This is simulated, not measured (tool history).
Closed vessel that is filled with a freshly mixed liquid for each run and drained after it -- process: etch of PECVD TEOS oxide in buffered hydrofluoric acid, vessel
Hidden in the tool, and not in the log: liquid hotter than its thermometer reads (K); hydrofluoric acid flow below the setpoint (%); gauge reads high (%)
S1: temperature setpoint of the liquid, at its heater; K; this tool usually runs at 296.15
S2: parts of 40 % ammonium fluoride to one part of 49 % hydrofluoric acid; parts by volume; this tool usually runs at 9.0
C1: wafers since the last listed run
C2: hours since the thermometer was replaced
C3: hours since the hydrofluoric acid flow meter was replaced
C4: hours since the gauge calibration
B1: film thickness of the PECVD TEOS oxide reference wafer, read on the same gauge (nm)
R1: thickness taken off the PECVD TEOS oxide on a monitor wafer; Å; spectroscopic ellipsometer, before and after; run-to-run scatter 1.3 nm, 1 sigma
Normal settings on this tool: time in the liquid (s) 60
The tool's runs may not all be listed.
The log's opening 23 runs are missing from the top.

Run 24, hour 1310.0: usual settings but S1 299.65 K, S2 11.0 parts by volume, time in the liquid (s) 35; C1 8345; C2 713.9; C3 910.4; C4 232.1; B1 80.01. Result: R1 959.4 Å.
Run 25, hour 1357.6: usual settings but time in the liquid (s) 75; C1 4303; C2 761.5; C3 958.0; C4 279.7; B1 79.99. Result: R1 2000.0 Å.
Run 26, hour 1403.7: usual settings but S1 292.15 K; C1 4168; C2 807.6; C3 1004.1; C4 325.8; B1 80.01. Result: R1 1293.6 Å.
Run 27, hour 1450.5: usual settings but S1 293.65 K, S2 10.5 parts by volume, time in the liquid (s) 85; C1 4231; C2 854.4; C3 1050.9; C4 372.6; B1 80.00. Result: R1 1730.5 Å.
Run 28, hour 1506.9: usual settings but S1 292.15 K, S2 10.5 parts by volume, time in the liquid (s) 75; C1 5099; C2 910.8; C3 1107.3; C4 429.0; B1 79.99. Result: R1 1427.7 Å.
Run 29, hour 1543.6: usual settings but time in the liquid (s) 70; C1 3318; C2 947.5; C3 1144.0; C4 465.7; B1 80.00. Result: R1 1910.9 Å.
Run 30, hour 1591.5: usual settings; C1 4330; C2 995.4; C3 1191.9; C4 513.6; B1 80.01. Result: R1 1630.1 Å.
Run 31, hour 1651.7: usual settings but S1 298.65 K; C1 5442; C2 1055.6; C3 1252.1; C4 573.8; B1 80.04. Result: R1 1867.9 Å.
Run 32, hour 1721.7: usual settings but S2 11.0 parts by volume; C1 6329; C2 1125.6; C3 1322.1; C4 643.8; B1 80.00. Result: R1 1328.7 Å.
Run 33, hour 1840.5: usual settings but S1 299.15 K; C1 10741; C2 1244.4; C3 1440.9; C4 762.6; B1 80.01. Result: R1 1897.3 Å.

Each row is a separate what-if for the run after 33, all from the same tool condition, not one after another. Results?
Run A, hour 1841.2: usual settings; C1 63; C2 1245.1; C3 1441.6; C4 763.3; B1 ?. Result: R1 ?.
Run B, hour 1841.2: usual settings but time in the liquid (s) 90; C1 63; C2 1245.1; C3 1441.6; C4 763.3; B1 ?. Result: R1 ?.
Run C, hour 1841.2: usual settings but S1 293.65 K, S2 7.5 parts by volume, time in the liquid (s) 90; C1 63; C2 1245.1; C3 1441.6; C4 763.3; B1 ?. Result: R1 ?.
Run D, hour 1841.2: usual settings but S1 292.65 K, time in the liquid (s) 35; C1 63; C2 1245.1; C3 1441.6; C4 763.3; B1 ?. Result: R1 ?.

run     B1      R1
  A  79.99  1615.7
  B  79.99  2423.6
  C  79.99  2453.1
  D  79.99   777.1
Without the tool's hidden state the same runs would have given:
run      R1
  A  1634.0
  B  2451.0
  C  2600.9
  D   784.9

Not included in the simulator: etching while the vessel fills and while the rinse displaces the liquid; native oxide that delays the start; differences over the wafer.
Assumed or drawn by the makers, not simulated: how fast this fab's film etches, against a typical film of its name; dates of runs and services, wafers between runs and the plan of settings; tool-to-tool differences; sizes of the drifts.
